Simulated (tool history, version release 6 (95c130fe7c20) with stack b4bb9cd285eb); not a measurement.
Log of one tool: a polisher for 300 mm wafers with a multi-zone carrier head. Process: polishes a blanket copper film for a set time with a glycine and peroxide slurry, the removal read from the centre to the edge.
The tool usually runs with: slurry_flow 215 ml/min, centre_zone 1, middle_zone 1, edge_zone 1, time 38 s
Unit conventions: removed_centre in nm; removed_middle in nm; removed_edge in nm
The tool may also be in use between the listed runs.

run,hour,slurry_flow,centre_zone,middle_zone,edge_zone,time,wafers since the last listed run,wafers polished on this pad,hours since the slurry nozzle was cleaned,hours since the centre zone pressure was calibrated,hours since the edge zone pressure was calibrated,hours since the carrier head's membrane was replaced,"incoming thickness of the incoming film, nm",removed_centre,removed_middle,removed_edge
1,0,215,1,1,1,38,0,1218,337.6,649.3,693.5,579.3,2367.7,219.8,223.8,227
2,41,215,1,1,1,38,283,1501,378.6,690.3,734.5,620.3,2325,219.8,221.6,226.9
# hour 46.6: worn pad replaced by a new one
3,110.4,215,1,1,1,38,452,441,448,759.7,803.9,689.7,2381.3,216.3,221,230.7
4,181.6,215,1,1.03,1,38,492,934,519.2,830.9,875.1,760.9,2364.8,220.4,229.5,225.4
5,243.3,215,1,1.03,1,38,426,1361,580.9,892.6,936.8,822.6,2394.6,218.3,223.8,228.7
6,302.3,215,1,1.03,1,38,408,1769,639.9,951.6,995.8,881.6,2324.4,222.6,229.7,226.2
# hour 329.7: worn pad replaced by a new one
7,346.6,215,1,1,1,38,278,116,684.2,995.9,1040.1,925.9,2337.5,220.2,220.8,228.1
8,405,165,1,1,1,38,404,521,742.6,1054.3,1098.5,984.3,2393.8,207.2,210.5,221.2
9,436.3,165,1,1,1,38,216,737,773.9,1085.6,1129.8,1015.6,2326.5,211,215.6,219.5
10,484.1,165,1,1,1.03,38,330,1068,821.7,1133.4,1177.6,1063.4,2377.9,206.9,210.7,224.4
# hour 493.7: centre zone pressure recalibrated
# hour 555.7: worn pad replaced by a new one
# hour 563.1: slurry nozzle cleaned
11,575.2,215,0.92,1.06,0.88,38,581,128,12.1,81.5,1268.7,1154.5,2350.2,203.1,235.6,213.6
12,604.7,175,1,0.95,1,46,204,332,41.6,111,1298.2,1184,2368.3,255.5,250.6,269
13,652,215,0.94,1,1,38,327,659,88.9,158.3,1345.5,1231.3,2386.1,206.4,223.3,228.1
# hour 691.1: edge zone pressure recalibrated
14,697.5,215,0.92,1,1,38,301,960,134.4,203.8,6.4,1276.8,2372.5,202.3,223.9,229.9
15,734.7,215,1,1,1,29,257,1218,171.6,241,43.6,1314,2361.3,171.7,168.5,171.9
# hour 799.6: worn pad replaced by a new one
16,800.1,215,1.11,1.07,1.08,27,424,3,237,306.4,109,1379.4,2373.6,175.8,166.6,168.3
# hour 827.5: carrier head's membrane replaced by a new one
17,828,275,1.11,1,1,43,158,161,264.9,334.3,136.9,0.5,2344.3,286.8,264,268.4
18,881.7,215,1,1,1,38,371,533,318.6,388,190.6,54.2,2344.3,220.8,223.4,231.4
19,940.7,215,1,1,1,38,408,941,377.6,447,249.6,113.2,2336.6,221.8,219.8,229.7
20,1000,215,1,1.06,0.89,38,410,1352,436.9,506.3,308.9,172.5,2348.5,221.9,232.3,215
21,1027,215,1,1.11,0.94,38,186,1538,463.9,533.3,335.9,199.5,2355.3,219.3,240.9,219.1
# hour 1086.7: worn pad replaced by a new one
22,1096.8,215,0.95,1,1,38,455,70,533.7,603.1,405.7,269.3,2360.8,209.7,219.8,231.3
23,1160,165,1,1,1.06,32,437,507,596.9,666.3,468.9,332.5,2362.6,178.3,178.1,193.5

Predict each of these 3 candidate next runs independently; none follows another, all start after run 23:
A,1160.4,215,1,1,1,38,2,510,597.3,666.7,469.3,332.9,2385.3,?,?,?
B,1160.4,255,1.08,0.94,1.08,38,2,510,597.3,666.7,469.3,332.9,2385.3,?,?,?
C,1160.4,215,0.89,0.95,1,43,2,510,597.3,666.7,469.3,332.9,2385.3,?,?,?

run,removed_centre,removed_middle,removed_edge
A,225.6,223.6,228
B,249.9,217,241
C,226.9,242.4,258.2
The same runs, with their run-to-run variation unchanged, on a tool lacking any hidden condition would have given:
run,removed_centre,removed_middle,removed_edge
A,225.6,223.6,228
B,249.9,217,241
C,226.9,242.4,258.2
